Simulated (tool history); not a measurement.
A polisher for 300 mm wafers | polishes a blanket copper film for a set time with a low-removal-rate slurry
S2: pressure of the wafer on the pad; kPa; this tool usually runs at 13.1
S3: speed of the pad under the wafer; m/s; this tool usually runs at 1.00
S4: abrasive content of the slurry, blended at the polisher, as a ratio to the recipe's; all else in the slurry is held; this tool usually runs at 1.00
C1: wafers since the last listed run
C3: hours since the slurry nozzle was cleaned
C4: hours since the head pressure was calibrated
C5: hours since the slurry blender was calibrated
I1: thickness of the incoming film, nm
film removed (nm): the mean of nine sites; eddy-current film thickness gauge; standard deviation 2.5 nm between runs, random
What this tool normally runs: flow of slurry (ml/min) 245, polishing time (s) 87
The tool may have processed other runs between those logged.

run 1 hour=0.0 | flow_of_slurry_(ml/min)=290 S2=13.1 S3=1.00 S4=1.00 polishing_time_(s)=87 | C1=0 wafers_polished_on_this_pad=1590 C3=184.4 C4=1016.6 C5=71.7 | I1=1009.0 | film_removed_(nm)=172.6
run 2 hour=106.5 | flow_of_slurry_(ml/min)=290 S2=13.1 S3=1.00 S4=1.00 polishing_time_(s)=87 | C1=769 wafers_polished_on_this_pad=2360 C3=290.9 C4=1123.1 C5=178.2 | I1=1012.3 | film_removed_(nm)=166.4
run 3 hour=196.3 | flow_of_slurry_(ml/min)=245 S2=13.1 S3=1.00 S4=1.00 polishing_time_(s)=87 | C1=648 wafers_polished_on_this_pad=3009 C3=380.7 C4=1212.9 C5=268.0 | I1=1003.1 | film_removed_(nm)=169.1
-- hour=269.3 worn pad replaced by a new one
run 4 hour=293.8 | flow_of_slurry_(ml/min)=245 S2=13.1 S3=1.00 S4=1.00 polishing_time_(s)=87 | C1=675 wafers_polished_on_this_pad=176 C3=478.2 C4=1310.4 C5=365.5 | I1=999.3 | film_removed_(nm)=164.3
-- hour=466.9 slurry blender recalibrated
run 5 hour=524.0 | flow_of_slurry_(ml/min)=245 S2=13.1 S3=1.00 S4=1.00 polishing_time_(s)=87 | C1=1649 wafers_polished_on_this_pad=1825 C3=708.4 C4=1540.6 C5=57.1 | I1=994.8 | film_removed_(nm)=171.6
run 6 hour=571.1 | flow_of_slurry_(ml/min)=245 S2=13.1 S3=1.00 S4=1.00 polishing_time_(s)=87 | C1=340 wafers_polished_on_this_pad=2166 C3=755.5 C4=1587.7 C5=104.2 | I1=978.1 | film_removed_(nm)=167.6
run 7 hour=628.8 | flow_of_slurry_(ml/min)=245 S2=13.1 S3=1.00 S4=1.00 polishing_time_(s)=87 | C1=416 wafers_polished_on_this_pad=2583 C3=813.2 C4=1645.4 C5=161.9 | I1=987.4 | film_removed_(nm)=166.7
-- hour=671.9 head pressure recalibrated
run 8 hour=681.4 | flow_of_slurry_(ml/min)=245 S2=11.0 S3=1.00 S4=1.00 polishing_time_(s)=87 | C1=365 wafers_polished_on_this_pad=2948 C3=865.8 C4=9.5 C5=214.5 | I1=993.1 | film_removed_(nm)=136.4
-- hour=760.6 slurry nozzle cleaned
run 9 hour=766.0 | flow_of_slurry_(ml/min)=245 S2=11.0 S3=1.00 S4=1.00 polishing_time_(s)=87 | C1=604 wafers_polished_on_this_pad=3553 C3=5.4 C4=94.1 C5=299.1 | I1=997.8 | film_removed_(nm)=132.1
-- hour=780.5 worn pad replaced by a new one
run 10 hour=804.5 | flow_of_slurry_(ml/min)=245 S2=11.0 S3=1.00 S4=1.00 polishing_time_(s)=87 | C1=249 wafers_polished_on_this_pad=173 C3=43.9 C4=132.6 C5=337.6 | I1=1016.4 | film_removed_(nm)=134.1
run 11 hour=880.0 | flow_of_slurry_(ml/min)=245 S2=13.1 S3=0.84 S4=1.00 polishing_time_(s)=87 | C1=545 wafers_polished_on_this_pad=719 C3=119.4 C4=208.1 C5=413.1 | I1=996.2 | film_removed_(nm)=141.7
run 12 hour=935.9 | flow_of_slurry_(ml/min)=245 S2=13.1 S3=0.84 S4=1.00 polishing_time_(s)=87 | C1=403 wafers_polished_on_this_pad=1123 C3=175.3 C4=264.0 C5=469.0 | I1=1002.4 | film_removed_(nm)=141.1
-- hour=1032.1 slurry blender recalibrated
run 13 hour=1040.3 | flow_of_slurry_(ml/min)=245 S2=13.1 S3=0.84 S4=1.00 polishing_time_(s)=87 | C1=740 wafers_polished_on_this_pad=1863 C3=279.7 C4=368.4 C5=8.2 | I1=999.6 | film_removed_(nm)=139.5
run 14 hour=1140.6 | flow_of_slurry_(ml/min)=245 S2=13.1 S3=1.00 S4=1.00 polishing_time_(s)=87 | C1=724 wafers_polished_on_this_pad=2587 C3=380.0 C4=468.7 C5=108.5 | I1=1003.3 | film_removed_(nm)=161.3
-- hour=1217.3 slurry nozzle cleaned, repeated, since the last time left the tool worse
run 15 hour=1246.9 | flow_of_slurry_(ml/min)=245 S2=17.2 S3=1.00 S4=1.25 polishing_time_(s)=62 | C1=760 wafers_polished_on_this_pad=3348 C3=29.6 C4=575.0 C5=214.8 | I1=1001.1 | film_removed_(nm)=163.6
run 16 hour=1297.8 | flow_of_slurry_(ml/min)=320 S2=13.1 S3=1.00 S4=1.00 polishing_time_(s)=87 | C1=367 wafers_polished_on_this_pad=3716 C3=80.5 C4=625.9 C5=265.7 | I1=1012.8 | film_removed_(nm)=176.9
-- hour=1323.8 worn pad replaced by a new one
run 17 hour=1345.2 | flow_of_slurry_(ml/min)=180 S2=11.0 S3=1.00 S4=1.00 polishing_time_(s)=87 | C1=313 wafers_polished_on_this_pad=154 C3=127.9 C4=673.3 C5=313.1 | I1=1005.0 | film_removed_(nm)=137.8
run 18 hour=1440.2 | flow_of_slurry_(ml/min)=320 S2=15.9 S3=1.00 S4=1.15 polishing_time_(s)=87 | C1=686 wafers_polished_on_this_pad=841 C3=222.9 C4=768.3 C5=408.1 | I1=999.7 | film_removed_(nm)=212.4
run 19 hour=1539.3 | flow_of_slurry_(ml/min)=270 S2=17.2 S3=1.00 S4=0.85 polishing_time_(s)=106 | C1=716 wafers_polished_on_this_pad=1557 C3=322.0 C4=867.4 C5=507.2 | I1=1006.4 | film_removed_(nm)=264.1
-- hour=1584.5 slurry blender recalibrated
run 20 hour=1606.5 | flow_of_slurry_(ml/min)=245 S2=13.1 S3=0.86 S4=1.00 polishing_time_(s)=75 | C1=471 wafers_polished_on_this_pad=2028 C3=389.2 C4=934.6 C5=22.0 | I1=978.9 | film_removed_(nm)=133.9
run 21 hour=1705.3 | flow_of_slurry_(ml/min)=190 S2=13.1 S3=1.00 S4=1.00 polishing_time_(s)=73 | C1=714 wafers_polished_on_this_pad=2742 C3=488.0 C4=1033.4 C5=120.8 | I1=992.7 | film_removed_(nm)=135.7
run 22 hour=1745.4 | flow_of_slurry_(ml/min)=245 S2=9.7 S3=1.00 S4=1.00 polishing_time_(s)=87 | C1=289 wafers_polished_on_this_pad=3032 C3=528.1 C4=1073.5 C5=160.9 | I1=1006.7 | film_removed_(nm)=126.8
-- hour=1800.8 worn pad replaced by a new one
run 23 hour=1843.4 | flow_of_slurry_(ml/min)=300 S2=13.1 S3=1.28 S4=0.80 polishing_time_(s)=87 | C1=679 wafers_polished_on_this_pad=308 C3=626.1 C4=1171.5 C5=258.9 | I1=996.7 | film_removed_(nm)=195.1
run 24 hour=1934.2 | flow_of_slurry_(ml/min)=245 S2=13.1 S3=0.84 S4=1.00 polishing_time_(s)=87 | C1=656 wafers_polished_on_this_pad=964 C3=716.9 C4=1262.3 C5=349.7 | I1=1010.1 | film_removed_(nm)=147.1
run 25 hour=1976.8 | flow_of_slurry_(ml/min)=245 S2=13.1 S3=1.00 S4=1.30 polishing_time_(s)=87 | C1=307 wafers_polished_on_this_pad=1272 C3=759.5 C4=1304.9 C5=392.3 | I1=1004.1 | film_removed_(nm)=177.3
run 26 hour=2037.9 | flow_of_slurry_(ml/min)=180 S2=13.1 S3=1.00 S4=1.00 polishing_time_(s)=87 | C1=441 wafers_polished_on_this_pad=1713 C3=820.6 C4=1366.0 C5=453.4 | I1=990.4 | film_removed_(nm)=155.9
-- hour=2112.5 head pressure recalibrated
run 27 hour=2121.3 | flow_of_slurry_(ml/min)=285 S2=16.5 S3=0.72 S4=1.10 polishing_time_(s)=87 | C1=588 wafers_polished_on_this_pad=2302 C3=904.0 C4=8.8 C5=536.8 | I1=1010.1 | film_removed_(nm)=175.0
-- hour=2129.1 slurry blender recalibrated
-- hour=2203.9 slurry nozzle cleaned
-- hour=2306.3 worn pad replaced by a new one
run 28 hour=2378.8 | flow_of_slurry_(ml/min)=245 S2=11.7 S3=0.84 S4=0.80 polishing_time_(s)=101 | C1=1810 wafers_polished_on_this_pad=523 C3=174.9 C4=266.3 C5=249.7 | I1=987.1 | film_removed_(nm)=146.8
run 29 hour=2439.8 | flow_of_slurry_(ml/min)=245 S2=13.1 S3=1.00 S4=1.00 polishing_time_(s)=87 | C1=440 wafers_polished_on_this_pad=964 C3=235.9 C4=327.3 C5=310.7 | I1=1001.7 | film_removed_(nm)=171.3

Hidden state, per run?
removal rate lost through wear of the pad, %: 0 at every run
deviation of the head's pressure from its setpoint, %: 0 at every run
abrasive missing from the slurry, %: 0 at every run
H1: slurry flow missing at the pad, %
run=1 H1=4.86
run=2 H1=7.31
run=3 H1=9.38
run=4 H1=11.6
run=5 H1=16.9
run=6 H1=18
run=7 H1=19.3
run=8 H1=20.5
run=9 H1=41.7
run=10 H1=42.6
run=11 H1=44.4
run=12 H1=45.7
run=13 H1=48.1
run=14 H1=50.4
run=15 H1=3.55
run=16 H1=4.72
run=17 H1=5.81
run=18 H1=8
run=19 H1=10.3
run=20 H1=11.8
run=21 H1=14.1
run=22 H1=15
run=23 H1=17.3
run=24 H1=19.4
run=25 H1=20.3
run=26 H1=21.8
run=27 H1=23.7
run=28 H1=5.2
run=29 H1=6.6

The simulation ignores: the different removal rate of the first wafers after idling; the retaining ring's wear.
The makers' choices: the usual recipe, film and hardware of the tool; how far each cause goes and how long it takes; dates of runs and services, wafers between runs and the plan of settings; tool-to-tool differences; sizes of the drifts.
